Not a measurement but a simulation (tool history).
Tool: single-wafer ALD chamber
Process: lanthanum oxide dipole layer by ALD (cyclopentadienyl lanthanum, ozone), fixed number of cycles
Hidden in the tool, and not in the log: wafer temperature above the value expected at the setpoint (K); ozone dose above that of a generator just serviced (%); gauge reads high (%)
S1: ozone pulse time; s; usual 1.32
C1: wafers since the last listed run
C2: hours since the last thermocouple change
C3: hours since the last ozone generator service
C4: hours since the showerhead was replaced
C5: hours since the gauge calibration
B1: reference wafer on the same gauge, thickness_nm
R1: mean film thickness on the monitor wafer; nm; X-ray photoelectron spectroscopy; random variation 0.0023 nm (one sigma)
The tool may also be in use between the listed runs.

Run 1, hour 0: usual settings but S1 1.14 s; C1 0; C2 1635.6; C3 762.3; C4 4954.3; C5 1193.6; B1 0.472. Result: R1 0.45 nm.
Run 2, hour 29.3: usual settings but S1 1.14 s; C1 737; C2 1664.9; C3 791.6; C4 4983.6; C5 1222.9; B1 0.472. Result: R1 0.45 nm.
Run 3, hour 76.1: usual settings; C1 1178; C2 1711.7; C3 838.4; C4 5030.4; C5 1269.7; B1 0.471. Result: R1 0.481 nm.
Run 4, hour 143: usual settings; C1 1684; C2 1778.6; C3 905.3; C4 5097.3; C5 1336.6; B1 0.47. Result: R1 0.482 nm.
Run 5, hour 168.2: usual settings; C1 634; C2 1803.8; C3 930.5; C4 5122.5; C5 1361.8; B1 0.47. Result: R1 0.478 nm.
Run 6, hour 195.9: usual settings; C1 697; C2 1831.5; C3 958.2; C4 5150.2; C5 1389.5; B1 0.47. Result: R1 0.482 nm.
Run 7, hour 253.7: usual settings; C1 1455; C2 1889.3; C3 1016; C4 5208; C5 1447.3; B1 0.469. Result: R1 0.48 nm.
Run 8, hour 304: usual settings; C1 1266; C2 1939.6; C3 1066.3; C4 5258.3; C5 1497.6; B1 0.469. Result: R1 0.478 nm.
Run 9, hour 353.4: usual settings; C1 1244; C2 1989; C3 1115.7; C4 5307.7; C5 1547; B1 0.468. Result: R1 0.475 nm.
At hour 379.4: thermocouple changed; heater temperature recalibrated.
Run 10, hour 381.4: usual settings but S1 1.5 s; C1 503; C2 2; C3 1143.7; C4 5335.7; C5 1575; B1 0.468. Result: R1 0.496 nm.
Run 11, hour 449.7: usual settings but S1 1.5 s; C1 1720; C2 70.3; C3 1212; C4 5404; C5 1643.3; B1 0.468. Result: R1 0.493 nm.
Run 12, hour 504.2: usual settings; C1 1372; C2 124.8; C3 1266.5; C4 5458.5; C5 1697.8; B1 0.467. Result: R1 0.479 nm.
At hour 530.8: ozone generator serviced.
Run 13, hour 532.4: usual settings; C1 508; C2 153; C3 1.6; C4 5486.7; C5 1726; B1 0.467. Result: R1 0.48 nm.
At hour 575: gauge calibrated.
Run 14, hour 587.1: usual settings; C1 1377; C2 207.7; C3 56.3; C4 5541.4; C5 12.1; B1 0.483. Result: R1 0.49 nm.
Run 15, hour 631.9: usual settings; C1 1128; C2 252.5; C3 101.1; C4 5586.2; C5 56.9; B1 0.481. Result: R1 0.495 nm.
Run 16, hour 667.7: usual settings; C1 901; C2 288.3; C3 136.9; C4 5622; C5 92.7; B1 0.481. Result: R1 0.492 nm.
Run 17, hour 709.6: usual settings but S1 0.86 s; C1 1055; C2 330.2; C3 178.8; C4 5663.9; C5 134.6; B1 0.482. Result: R1 0.349 nm.
Run 18, hour 770.6: usual settings but S1 1.84 s; C1 1536; C2 391.2; C3 239.8; C4 5724.9; C5 195.6; B1 0.481. Result: R1 0.521 nm.
At hour 830.5: showerhead replaced.
Run 19, hour 831.9: usual settings but S1 1.7 s; C1 1342; C2 452.5; C3 301.1; C4 1.4; C5 256.9; B1 0.479. Result: R1 0.513 nm.
Run 20, hour 860.1: usual settings; C1 710; C2 480.7; C3 329.3; C4 29.6; C5 285.1; B1 0.479. Result: R1 0.489 nm.
Run 21, hour 907.1: usual settings but S1 0.95 s; C1 1183; C2 527.7; C3 376.3; C4 76.6; C5 332.1; B1 0.479. Result: R1 0.395 nm.
Run 22, hour 1067.6: usual settings but S1 1.06 s; C1 4041; C2 688.2; C3 536.8; C4 237.1; C5 492.6; B1 0.476. Result: R1 0.431 nm.
Run 23, hour 1098.4: usual settings but S1 1.7 s; C1 775; C2 719; C3 567.6; C4 267.9; C5 523.4; B1 0.477. Result: R1 0.515 nm.
Run 24, hour 1145.2: usual settings but S1 1.47 s; C1 1178; C2 765.8; C3 614.4; C4 314.7; C5 570.2; B1 0.476. Result: R1 0.501 nm.
Run 25, hour 1216.3: usual settings but S1 1.77 s; C1 1790; C2 836.9; C3 685.5; C4 385.8; C5 641.3; B1 0.476. Result: R1 0.511 nm.
Run 26, hour 1253.8: usual settings but S1 1.03 s; C1 944; C2 874.4; C3 723; C4 423.3; C5 678.8; B1 0.476. Result: R1 0.422 nm.
Run 27, hour 1308.7: usual settings but S1 1.18 s; C1 1382; C2 929.3; C3 777.9; C4 478.2; C5 733.7; B1 0.475. Result: R1 0.461 nm.
Run 28, hour 1373.9: usual settings but S1 0.91 s; C1 1641; C2 994.5; C3 843.1; C4 543.4; C5 798.9; B1 0.474. Result: R1 0.368 nm.
Run 29, hour 1425.6: usual settings but S1 1.14 s; C1 1301; C2 1046.2; C3 894.8; C4 595.1; C5 850.6; B1 0.473. Result: R1 0.451 nm.
Run 30, hour 1460.6: usual settings but S1 1.82 s; C1 881; C2 1081.2; C3 929.8; C4 630.1; C5 885.6; B1 0.473. Result: R1 0.512 nm.
Run 31, hour 1529.3: usual settings but S1 0.99 s; C1 1730; C2 1149.9; C3 998.5; C4 698.8; C5 954.3; B1 0.472. Result: R1 0.407 nm.
Run 32, hour 1587.6: usual settings; C1 1468; C2 1208.2; C3 1056.8; C4 757.1; C5 1012.6; B1 0.472. Result: R1 0.482 nm.
Run 33, hour 1635.5: usual settings; C1 1206; C2 1256.1; C3 1104.7; C4 805; C5 1060.5; B1 0.472. Result: R1 0.48 nm.
Run 34, hour 1662.4: usual settings; C1 677; C2 1283; C3 1131.6; C4 831.9; C5 1087.4; B1 0.471. Result: R1 0.482 nm.

4 ways to go on from here, each from the tool as it stands after run 34. What would each give?
Run A, hour 1662.8: usual settings; C1 10; C2 1283.4; C3 1132; C4 832.3; C5 1087.8; B1 ?. Result: R1 ?.
Run B, hour 1662.8: usual settings but S1 1.6 s; C1 10; C2 1283.4; C3 1132; C4 832.3; C5 1087.8; B1 ?. Result: R1 ?.
Run C, hour 1662.8: usual settings but S1 0.93 s; C1 10; C2 1283.4; C3 1132; C4 832.3; C5 1087.8; B1 ?. Result: R1 ?.
Run D, hour 1662.8: usual settings but S1 1.07 s; C1 10; C2 1283.4; C3 1132; C4 832.3; C5 1087.8; B1 ?. Result: R1 ?.

run    B1     R1
  A  0.47   0.48
  B  0.47  0.503
  C  0.47  0.378
  D  0.47  0.431
Without the tool's hidden state the same runs would have given:
run     R1
  A  0.493
  B  0.516
  C  0.388
  D  0.442
